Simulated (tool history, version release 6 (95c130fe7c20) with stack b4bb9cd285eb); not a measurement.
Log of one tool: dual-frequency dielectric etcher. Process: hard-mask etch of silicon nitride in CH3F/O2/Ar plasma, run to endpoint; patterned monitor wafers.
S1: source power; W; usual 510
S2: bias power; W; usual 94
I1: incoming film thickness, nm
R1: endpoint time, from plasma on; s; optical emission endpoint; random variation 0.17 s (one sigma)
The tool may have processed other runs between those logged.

Run 1, hour 0.0: usual settings; I1 48.93. Result: R1 54.1 s.
Run 2, hour 11.7: usual settings; I1 48.99. Result: R1 54.6 s.
Run 3, hour 33.3: usual settings; I1 48.86. Result: R1 54.2 s.
Run 4, hour 51.1: usual settings but S2 83 W; I1 48.76. Result: R1 58.1 s.
Run 5, hour 58.1: usual settings; I1 49.29. Result: R1 54.2 s.
At hour 76.3: bias power generator calibrated.
Run 6, hour 76.8: usual settings; I1 48.31. Result: R1 53.1 s.
At hour 114.2: wet clean of the chamber.
Run 7, hour 114.7: usual settings but S1 610 W, S2 104 W; I1 48.62. Result: R1 49.0 s.
Run 8, hour 115.1: usual settings; I1 48.86. Result: R1 56.1 s.
Run 9, hour 131.5: usual settings; I1 48.80. Result: R1 56.1 s.
Run 10, hour 137.6: usual settings; I1 48.95. Result: R1 56.2 s.
Run 11, hour 147.8: usual settings but S1 400 W, S2 118 W; I1 48.56. Result: R1 54.5 s.
At hour 164.4: source power generator calibrated.
At hour 179.1: upper electrode replaced.
Run 12, hour 179.6: usual settings; I1 48.69. Result: R1 55.4 s.
Run 13, hour 179.9: usual settings but S1 540 W, S2 79 W; I1 48.50. Result: R1 60.0 s.
Run 14, hour 180.2: usual settings but S1 430 W, S2 109 W; I1 48.40. Result: R1 54.8 s.
Run 15, hour 182.2: usual settings but S1 470 W, S2 115 W; I1 49.05. Result: R1 51.7 s.
Run 16, hour 195.6: usual settings but S1 400 W, S2 113 W; I1 48.71. Result: R1 55.6 s.
Run 17, hour 213.2: usual settings but S1 420 W; I1 48.91. Result: R1 60.6 s.
Run 18, hour 224.4: usual settings but S1 430 W, S2 79 W; I1 48.49. Result: R1 65.9 s.

Branching from run 18: 4 alternative next runs. What would each branch give?
Run A, hour 224.8: usual settings; I1 48.63. Result: R1 ?.
Run B, hour 224.8: usual settings but S1 600 W, S2 102 W; I1 48.63. Result: R1 ?.
Run C, hour 224.8: usual settings but S1 420 W, S2 102 W; I1 48.63. Result: R1 ?.
Run D, hour 224.8: usual settings but S1 600 W, S2 71 W; I1 48.63. Result: R1 ?.

run    R1
  A  55.5
  B  49.5
  C  57.6
  D  61.1
What these runs would have given with no unlogged condition in the tool:
run    R1
  A  56.2
  B  50.1
  C  58.3
  D  61.9

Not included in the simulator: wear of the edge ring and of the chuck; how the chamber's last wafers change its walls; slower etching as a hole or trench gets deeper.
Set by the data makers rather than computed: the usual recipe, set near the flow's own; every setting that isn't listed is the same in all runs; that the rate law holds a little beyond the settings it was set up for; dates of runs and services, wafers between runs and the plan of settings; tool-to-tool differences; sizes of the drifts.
